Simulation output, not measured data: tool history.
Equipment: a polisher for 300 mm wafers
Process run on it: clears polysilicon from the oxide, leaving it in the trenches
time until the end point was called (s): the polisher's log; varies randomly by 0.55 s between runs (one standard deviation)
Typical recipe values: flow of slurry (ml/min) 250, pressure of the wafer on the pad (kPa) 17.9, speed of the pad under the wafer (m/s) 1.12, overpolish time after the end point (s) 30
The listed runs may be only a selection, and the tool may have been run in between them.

| run | hour | flow of slurry (ml/min) | pressure of the wafer on the pad (kPa) | speed of the pad under the wafer (m/s) | overpolish time after the end point (s) | incoming thickness of the incoming film, nm | time until the end point was called (s) |
|---|---|---|---|---|---|---|---|
| 1 | 0.0 | 250 | 17.9 | 1.12 | 30 | 499.0 | 35.2 |
| 2 | 10.1 | 250 | 15.9 | 1.12 | 30 | 499.9 | 39.0 |
| 3 | 19.7 | 250 | 15.9 | 1.12 | 30 | 494.1 | 38.7 |
| 4 | 37.2 | 250 | 17.9 | 1.12 | 30 | 498.0 | 36.9 |
| 5 | 54.0 | 250 | 17.9 | 1.12 | 30 | 500.7 | 36.9 |
| 6 | 64.1 | 250 | 17.9 | 1.12 | 30 | 501.3 | 37.9 |
| 7 | 78.6 | 250 | 17.9 | 1.12 | 30 | 504.8 | 38.7 |
|  | 87.4 | worn pad replaced by a new one |
| 8 | 93.8 | 250 | 17.9 | 1.12 | 30 | 495.2 | 39.4 |
| 9 | 104.7 | 250 | 22.1 | 1.12 | 34 | 504.7 | 35.2 |
| 10 | 116.2 | 250 | 22.1 | 1.12 | 34 | 501.4 | 33.1 |
| 11 | 133.7 | 250 | 22.1 | 1.12 | 34 | 505.3 | 35.6 |
| 12 | 144.9 | 250 | 13.1 | 1.38 | 30 | 493.7 | 42.0 |
| 13 | 151.0 | 250 | 13.1 | 1.38 | 30 | 505.0 | 41.3 |
| 14 | 159.8 | 250 | 13.1 | 1.38 | 30 | 499.1 | 42.0 |
|  | 169.0 | worn pad replaced by a new one, repeated, since the last time left the tool worse |
| 15 | 173.8 | 250 | 17.9 | 1.12 | 30 | 495.3 | 33.9 |
| 16 | 180.7 | 250 | 17.9 | 1.12 | 30 | 510.2 | 35.4 |
| 17 | 205.9 | 250 | 17.9 | 1.12 | 30 | 501.2 | 36.1 |
| 18 | 220.9 | 170 | 17.9 | 1.42 | 30 | 494.6 | 29.1 |
| 19 | 231.0 | 305 | 19.3 | 1.12 | 30 | 505.9 | 34.0 |
| 20 | 246.6 | 250 | 19.3 | 1.12 | 30 | 501.8 | 34.0 |
|  | 267.0 | worn pad replaced by a new one |
| 21 | 267.5 | 165 | 15.9 | 1.42 | 37 | 496.9 | 33.0 |
| 22 | 271.1 | 250 | 17.9 | 1.12 | 30 | 500.8 | 36.1 |
|  | 294.5 | slurry nozzle cleaned |
| 23 | 324.3 | 250 | 17.9 | 1.30 | 21 | 505.8 | 32.4 |
|  | 342.4 | head pressure recalibrated |
| 24 | 342.9 | 215 | 17.9 | 0.88 | 30 | 508.3 | 49.0 |
| 25 | 354.0 | 280 | 17.9 | 1.00 | 30 | 499.7 | 40.5 |
| 26 | 361.5 | 205 | 17.9 | 1.12 | 14 | 502.2 | 38.8 |
|  | 372.0 | worn pad replaced by a new one |
| 27 | 376.4 | 250 | 20.7 | 0.92 | 47 | 501.4 | 38.8 |
| 28 | 391.6 | 250 | 17.9 | 1.12 | 30 | 489.8 | 34.7 |
| 29 | 407.1 | 250 | 17.9 | 1.12 | 30 | 500.6 | 35.0 |
| 30 | 418.5 | 250 | 13.1 | 0.92 | 30 | 508.5 | 55.9 |
| 31 | 435.1 | 250 | 24.1 | 0.74 | 30 | 496.5 | 44.2 |
| 32 | 442.4 | 335 | 13.1 | 0.80 | 20 | 505.1 | 61.9 |
| 33 | 457.8 | 285 | 12.4 | 1.38 | 35 | 499.2 | 37.8 |
|  | 462.3 | worn pad replaced by a new one |
| 34 | 473.7 | 250 | 17.9 | 0.76 | 25 | 492.9 | 51.4 |

3 ways to go on from here, each from the tool as it stands after run 34. What would each give?
| A | 474.1 | 250 | 17.9 | 1.12 | 23 | 506.6 | ? |
| B | 474.1 | 225 | 17.9 | 1.12 | 30 | 506.6 | ? |
| C | 474.1 | 250 | 17.9 | 0.80 | 39 | 506.6 | ? |

| run | time until the end point was called (s) |
|---|---|
| A | 35.8 |
| B | 36.2 |
| C | 50.1 |
The same runs, with their run-to-run variation unchanged, on a tool lacking any hidden condition would have given:
| run | time until the end point was called (s) |
|---|---|
| A | 35.7 |
| B | 36.1 |
| C | 49.9 |

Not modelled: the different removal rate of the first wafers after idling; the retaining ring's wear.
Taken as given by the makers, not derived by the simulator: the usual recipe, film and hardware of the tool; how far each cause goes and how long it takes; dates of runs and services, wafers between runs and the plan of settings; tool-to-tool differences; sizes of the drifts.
